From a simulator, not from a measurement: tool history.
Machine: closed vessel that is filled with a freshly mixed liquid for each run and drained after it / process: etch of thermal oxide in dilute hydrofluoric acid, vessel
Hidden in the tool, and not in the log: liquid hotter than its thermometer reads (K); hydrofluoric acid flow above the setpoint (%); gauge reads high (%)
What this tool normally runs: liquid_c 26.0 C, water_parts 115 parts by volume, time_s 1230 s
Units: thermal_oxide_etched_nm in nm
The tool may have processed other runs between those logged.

run    hour  liquid_c  water_parts  time_s  wafers since the last listed run  hours since the thermometer was replaced  hours since the hydrofluoric acid flow meter was replaced  hours since the gauge calibration  read-back film thickness of the thermal oxide reference wafer, read on the same gauge (nm)  thermal_oxide_etched_nm
  1     0.0      26.0          115    1230                                 0                                     453.6                                                      753.9                             4330.5                                                                                      149.98                    65.31
       63.5  -- gauge calibrated
  2    91.2      26.0          115    1230                              3798                                     544.8                                                      845.1                               27.7                                                                                      149.94                    65.57
  3   158.7      26.0          115    1230                              2811                                     612.3                                                      912.6                               95.2                                                                                      150.01                    65.40
  4   208.1      26.0          145    1230                              2057                                     661.7                                                      962.0                              144.6                                                                                      150.02                    50.37
  5   266.5      26.0          135    1230                              2432                                     720.1                                                     1020.4                              203.0                                                                                      149.97                    55.35
  6   357.4      26.0          135    1230                              3785                                     811.0                                                     1111.3                              293.9                                                                                      150.02                    55.63
      395.2  -- hydrofluoric acid flow meter replaced
      437.7  -- thermometer replaced
  7   457.1      26.0          115    1230                              4068                                      19.4                                                       61.9                              393.6                                                                                      149.99                    63.12
  8   588.0      26.0          115    1230                              5451                                     150.3                                                      192.8                              524.5                                                                                      149.98                    63.94
  9   641.3      25.0          115    1670                              2219                                     203.6                                                      246.1                              577.8                                                                                      149.95                    83.12
 10   715.7      25.0          115    1670                              3098                                     278.0                                                      320.5                              652.2                                                                                      150.02                    83.77
 11   818.4      29.0          115     685                              4277                                     380.7                                                      423.2                              754.9                                                                                      149.99                    40.05
 12   908.6      23.0           55    1700                              3756                                     470.9                                                      513.4                              845.1                                                                                      149.99                   179.66
 13   964.0      26.0          115    1230                              2307                                     526.3                                                      568.8                              900.5                                                                                      150.04                    64.56
 14  1066.1      26.0          115    1230                              4252                                     628.4                                                      670.9                             1002.6                                                                                      149.93                    64.89
 15  1168.1      26.0          115    1230                              4247                                     730.4                                                      772.9                             1104.6                                                                                      150.01                    64.77
     1399.2  -- thermometer replaced
 16  1442.4      26.0          115    1585                             11381                                      43.2                                                     1047.2                             1378.9                                                                                      149.98                    84.46
 17  1547.7      26.0          115    1230                              4385                                     148.5                                                     1152.5                             1484.2                                                                                      150.02                    66.36
 18  1594.4      27.5           80    1230                              1944                                     195.2                                                     1199.2                             1530.9                                                                                      150.00                   105.35
 19  1676.3      28.0           95    1230                              3410                                     277.1                                                     1281.1                             1612.8                                                                                      149.99                    89.29
     1744.5  -- hydrofluoric acid flow meter replaced
 20  1898.2      29.0           75    1755                              9199                                     499.0                                                      153.7                             1834.7                                                                                      150.01                   163.59
 21  1994.1      29.0          170    1785                              3993                                     594.9                                                      249.6                             1930.6                                                                                      150.03                    65.72
 22  2052.7      27.5          115     760                              2440                                     653.5                                                      308.2                             1989.2                                                                                      149.99                    41.93
 23  2154.8      26.0          115    1230                              4252                                     755.6                                                      410.3                             2091.3                                                                                      150.01                    63.90
 24  2204.7      29.0           95    1230                              2078                                     805.5                                                      460.2                             2141.2                                                                                      150.02                    90.20
 25  2248.2      26.0          115    1230                              1811                                     849.0                                                      503.7                             2184.7                                                                                      149.97                    64.58
 26  2292.3      22.0           85    1675                              1836                                     893.1                                                      547.8                             2228.8                                                                                      149.99                   104.62
 27  2349.6      28.0           75    1230                              2386                                     950.4                                                      605.1                             2286.1                                                                                      150.01                   113.24
 28  2414.1      31.0          115     575                              2686                                    1014.9                                                      669.6                             2350.6                                                                                      149.96                    36.31
     2445.2  -- thermometer replaced
 29  2519.0      26.0          115    1230                              4327                                      73.8                                                      774.5                             2455.5                                                                                      149.98                    65.45
 30  2604.4      21.5          170     500                              3556                                     159.2                                                      859.9                             2540.9                                                                                      150.05                    14.18
 31  2642.7      23.0          115    1230                              1595                                     197.5                                                      898.2                             2579.2                                                                                      149.99                    58.21
 32  2692.6      26.0          115     675                              2078                                     247.4                                                      948.1                             2629.1                                                                                      150.02                    36.01
 33  2762.2      26.0          115    1230                              2898                                     317.0                                                     1017.7                             2698.7                                                                                      150.01                    65.47

Run 34 is up next; what results do you expect?
 34  2805.7      26.0          115    1230                              1811                                     360.5                                                     1061.2                             2742.2                                                                                           ?                        ?

{"run 34": {"read-back film thickness of the thermal oxide reference wafer, read on the same gauge (nm)": 150.02, "thermal_oxide_etched_nm": 66.2}}
The same run, on a tool lacking any hidden state, would have yielded thermal_oxide_etched_nm 63.19 nm.
